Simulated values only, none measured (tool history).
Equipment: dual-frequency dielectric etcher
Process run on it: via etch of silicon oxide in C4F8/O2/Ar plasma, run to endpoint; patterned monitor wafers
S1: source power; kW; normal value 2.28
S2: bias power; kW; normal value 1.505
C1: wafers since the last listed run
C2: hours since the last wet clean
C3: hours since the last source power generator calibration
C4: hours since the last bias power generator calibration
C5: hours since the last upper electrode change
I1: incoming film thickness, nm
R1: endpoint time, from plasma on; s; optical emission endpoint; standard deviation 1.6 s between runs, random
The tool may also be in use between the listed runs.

run	hour	S1	S2	C1	C2	C3	C4	C5	I1	R1
1	0	2.28	1.618	0	319.2	3172	1785.5	5859.2	1447	280.1
2	16.5	2.28	1.618	118	335.7	3188.5	1802	5875.7	1462.2	280.5
3	23.9	2.28	1.389	53	343.1	3195.9	1809.4	5883.1	1442.6	286.8
4	36.6	2.28	1.389	91	355.8	3208.6	1822.1	5895.8	1436.9	281.8
5	51.4	2.4	1.505	106	370.6	3223.4	1836.9	5910.6	1452.9	279.8
6	60.6	2.4	1.505	66	379.8	3232.6	1846.1	5919.8	1451.1	282.1
7	68.5	2.4	1.505	56	387.7	3240.5	1854	5927.7	1431.1	277.4
8	79.5	2.01	1.505	79	398.7	3251.5	1865	5938.7	1450.5	299.7
# hour 104.1: upper electrode replaced
9	104.6	2.28	1.296	7	423.8	3276.6	1890.1	0.5	1435	287.7
10	105	2.28	1.505	2	424.2	3277	1890.5	0.9	1442.8	286.5
11	114.4	1.97	1.629	67	433.6	3286.4	1899.9	10.3	1450.9	298.2
# hour 126.3: bias power generator calibrated
# hour 141.8: wet clean of the chamber
12	142.3	1.71	1.34	60	0.5	3314.3	16	38.2	1455.8	311.4
# hour 172.7: source power generator calibrated
13	175.4	2.08	1.505	209	33.6	2.7	49.1	71.3	1458.2	285.6
14	190.3	2.28	1.14	107	48.5	17.6	64	86.2	1456.5	292.1
15	206.4	2.01	1.505	115	64.6	33.7	80.1	102.3	1445.2	289.7
16	215.6	2.43	1.244	66	73.8	42.9	89.3	111.5	1448.5	276.9
17	225	2.72	1.163	67	83.2	52.3	98.7	120.9	1466.3	277

Alternative continuations, all from the tool just after run 17; predict every row:
A	225.5	2.28	1.505	3	83.7	52.8	99.2	121.4	1456.4	?
B	225.5	2.47	1.308	3	83.7	52.8	99.2	121.4	1456.4	?
C	225.5	2.8	1.505	3	83.7	52.8	99.2	121.4	1456.4	?
D	225.5	2.14	1.662	3	83.7	52.8	99.2	121.4	1456.4	?

run	R1
A	278.7
B	277.1
C	260.2
D	280.1
With the hidden condition removed and each run's random variation left untouched, the same runs would have given:
run	R1
A	273.9
B	272.3
C	255.7
D	275.3
